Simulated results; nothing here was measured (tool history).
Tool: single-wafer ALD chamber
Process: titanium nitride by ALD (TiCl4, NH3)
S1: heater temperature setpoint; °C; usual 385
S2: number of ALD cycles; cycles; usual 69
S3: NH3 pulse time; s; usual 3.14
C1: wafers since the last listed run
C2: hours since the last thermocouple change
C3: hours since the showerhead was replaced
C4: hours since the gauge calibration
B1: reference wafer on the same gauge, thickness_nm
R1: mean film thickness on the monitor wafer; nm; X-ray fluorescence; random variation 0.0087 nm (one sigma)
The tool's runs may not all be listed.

Run 1, hour 0: usual settings; C1 0; C2 2530.3; C3 5395.4; C4 425.5; B1 1.871. Result: R1 1.663 nm.
Run 2, hour 46.5: usual settings; C1 87; C2 2576.8; C3 5441.9; C4 472; B1 1.87. Result: R1 1.648 nm.
Run 3, hour 60.3: usual settings but S3 3.76 s; C1 26; C2 2590.6; C3 5455.7; C4 485.8; B1 1.87. Result: R1 1.65 nm.
Run 4, hour 67.7: usual settings but S3 3.76 s; C1 13; C2 2598; C3 5463.1; C4 493.2; B1 1.871. Result: R1 1.665 nm.
Run 5, hour 77.9: usual settings but S3 2.15 s; C1 19; C2 2608.2; C3 5473.3; C4 503.4; B1 1.868. Result: R1 1.645 nm.
Run 6, hour 95.9: usual settings but S3 2.15 s; C1 34; C2 2626.2; C3 5491.3; C4 521.4; B1 1.871. Result: R1 1.632 nm.
Run 7, hour 106.7: usual settings but S3 2.15 s; C1 20; C2 2637; C3 5502.1; C4 532.2; B1 1.87. Result: R1 1.63 nm.
Run 8, hour 113: usual settings but S1 382 °C; C1 11; C2 2643.3; C3 5508.4; C4 538.5; B1 1.869. Result: R1 1.658 nm.
Run 9, hour 124.2: usual settings but S3 2.51 s; C1 21; C2 2654.5; C3 5519.6; C4 549.7; B1 1.871. Result: R1 1.649 nm.
Run 10, hour 137.1: usual settings but S3 2.51 s; C1 24; C2 2667.4; C3 5532.5; C4 562.6; B1 1.87. Result: R1 1.631 nm.
Run 11, hour 153.5: usual settings but S3 2.51 s; C1 30; C2 2683.8; C3 5548.9; C4 579; B1 1.87. Result: R1 1.648 nm.
Run 12, hour 169.5: usual settings but S1 395 °C; C1 30; C2 2699.8; C3 5564.9; C4 595; B1 1.87. Result: R1 1.654 nm.
At hour 189.1: thermocouple changed; heater temperature recalibrated.
Run 13, hour 189.6: usual settings but S1 395 °C; C1 22; C2 0.5; C3 5585; C4 615.1; B1 1.869. Result: R1 1.675 nm.
Run 14, hour 192.9: usual settings but S3 3.78 s; C1 6; C2 3.8; C3 5588.3; C4 618.4; B1 1.873. Result: R1 1.677 nm.
Run 15, hour 205.7: usual settings but S3 3.78 s; C1 24; C2 16.6; C3 5601.1; C4 631.2; B1 1.868. Result: R1 1.664 nm.
Run 16, hour 221.6: usual settings but S2 66 cycles; C1 30; C2 32.5; C3 5617; C4 647.1; B1 1.87. Result: R1 1.574 nm.
Run 17, hour 237.8: usual settings; C1 30; C2 48.7; C3 5633.2; C4 663.3; B1 1.87. Result: R1 1.67 nm.
Run 18, hour 275.8: usual settings but S1 400 °C, S2 58 cycles, S3 2.67 s; C1 71; C2 86.7; C3 5671.2; C4 701.3; B1 1.87. Result: R1 1.407 nm.
Run 19, hour 313.5: usual settings but S1 377 °C, S2 82 cycles, S3 4.08 s; C1 71; C2 124.4; C3 5708.9; C4 739; B1 1.871. Result: R1 1.975 nm.
At hour 324.2: showerhead replaced.
Run 20, hour 327.8: usual settings but S1 395 °C, S2 77 cycles, S3 3.54 s; C1 11; C2 138.7; C3 3.6; C4 753.3; B1 1.869. Result: R1 1.852 nm.
Run 21, hour 342.1: usual settings but S1 391 °C; C1 27; C2 153; C3 17.9; C4 767.6; B1 1.869. Result: R1 1.638 nm.
Run 22, hour 349.4: usual settings; C1 13; C2 160.3; C3 25.2; C4 774.9; B1 1.87. Result: R1 1.658 nm.
Run 23, hour 358.3: usual settings but S2 78 cycles, S3 2.5 s; C1 16; C2 169.2; C3 34.1; C4 783.8; B1 1.868. Result: R1 1.856 nm.
At hour 367.4: gauge calibrated.
Run 24, hour 369.1: usual settings but S1 376 °C, S2 55 cycles, S3 3.67 s; C1 20; C2 180; C3 44.9; C4 1.7; B1 1.87. Result: R1 1.305 nm.
Run 25, hour 375.9: usual settings but S2 63 cycles, S3 3.61 s; C1 12; C2 186.8; C3 51.7; C4 8.5; B1 1.872. Result: R1 1.517 nm.
Run 26, hour 393.5: usual settings but S1 373 °C, S2 65 cycles, S3 2.5 s; C1 33; C2 204.4; C3 69.3; C4 26.1; B1 1.871. Result: R1 1.537 nm.
Run 27, hour 408.6: usual settings but S2 76 cycles, S3 2.44 s; C1 28; C2 219.5; C3 84.4; C4 41.2; B1 1.871. Result: R1 1.794 nm.
Run 28, hour 425.8: usual settings; C1 32; C2 236.7; C3 101.6; C4 58.4; B1 1.869. Result: R1 1.642 nm.
Run 29, hour 434.5: usual settings but S1 398 °C; C1 16; C2 245.4; C3 110.3; C4 67.1; B1 1.87. Result: R1 1.663 nm.
Run 30, hour 444.8: usual settings but S3 2.21 s; C1 19; C2 255.7; C3 120.6; C4 77.4; B1 1.869. Result: R1 1.636 nm.
Run 31, hour 453.7: usual settings; C1 16; C2 264.6; C3 129.5; C4 86.3; B1 1.87. Result: R1 1.64 nm.
Run 32, hour 466.2: usual settings but S1 400 °C, S2 73 cycles, S3 3.86 s; C1 23; C2 277.1; C3 142; C4 98.8; B1 1.87. Result: R1 1.775 nm.
Run 33, hour 481: usual settings; C1 27; C2 291.9; C3 156.8; C4 113.6; B1 1.869. Result: R1 1.646 nm.
Run 34, hour 491.4: usual settings but S3 3.7 s; C1 19; C2 302.3; C3 167.2; C4 124; B1 1.871. Result: R1 1.651 nm.
Run 35, hour 506.8: usual settings; C1 29; C2 317.7; C3 182.6; C4 139.4; B1 1.869. Result: R1 1.652 nm.
Run 36, hour 550.7: usual settings but S2 59 cycles, S3 3.79 s; C1 82; C2 361.6; C3 226.5; C4 183.3; B1 1.872. Result: R1 1.424 nm.
Run 37, hour 562.1: usual settings but S3 4.23 s; C1 21; C2 373; C3 237.9; C4 194.7; B1 1.867. Result: R1 1.673 nm.
Run 38, hour 572: usual settings but S1 397 °C, S2 78 cycles, S3 3.8 s; C1 18; C2 382.9; C3 247.8; C4 204.6; B1 1.87. Result: R1 1.889 nm.
Run 39, hour 586.8: usual settings but S2 82 cycles, S3 4.36 s; C1 27; C2 397.7; C3 262.6; C4 219.4; B1 1.87. Result: R1 1.977 nm.
Run 40, hour 602.2: usual settings but S1 400 °C, S2 58 cycles, S3 2.67 s; C1 29; C2 413.1; C3 278; C4 234.8; B1 1.869. Result: R1 1.402 nm.

Forecast each of these 4 alternatives for the next run:
Run A, hour 602.8: usual settings; C1 1; C2 413.7; C3 278.6; C4 235.4; B1 ?. Result: R1 ?.
Run B, hour 602.8: usual settings but S1 376 °C, S2 63 cycles, S3 4.27 s; C1 1; C2 413.7; C3 278.6; C4 235.4; B1 ?. Result: R1 ?.
Run C, hour 602.8: usual settings but S1 391 °C, S2 61 cycles, S3 3.57 s; C1 1; C2 413.7; C3 278.6; C4 235.4; B1 ?. Result: R1 ?.
Run D, hour 602.8: usual settings but S1 394 °C, S2 62 cycles, S3 2.08 s; C1 1; C2 413.7; C3 278.6; C4 235.4; B1 ?. Result: R1 ?.

run     B1     R1
  A  1.869  1.646
  B  1.869  1.511
  C  1.869  1.466
  D  1.869  1.473
Without the tool's hidden state the same runs would have given:
run     R1
  A  1.646
  B  1.511
  C  1.466
  D  1.473

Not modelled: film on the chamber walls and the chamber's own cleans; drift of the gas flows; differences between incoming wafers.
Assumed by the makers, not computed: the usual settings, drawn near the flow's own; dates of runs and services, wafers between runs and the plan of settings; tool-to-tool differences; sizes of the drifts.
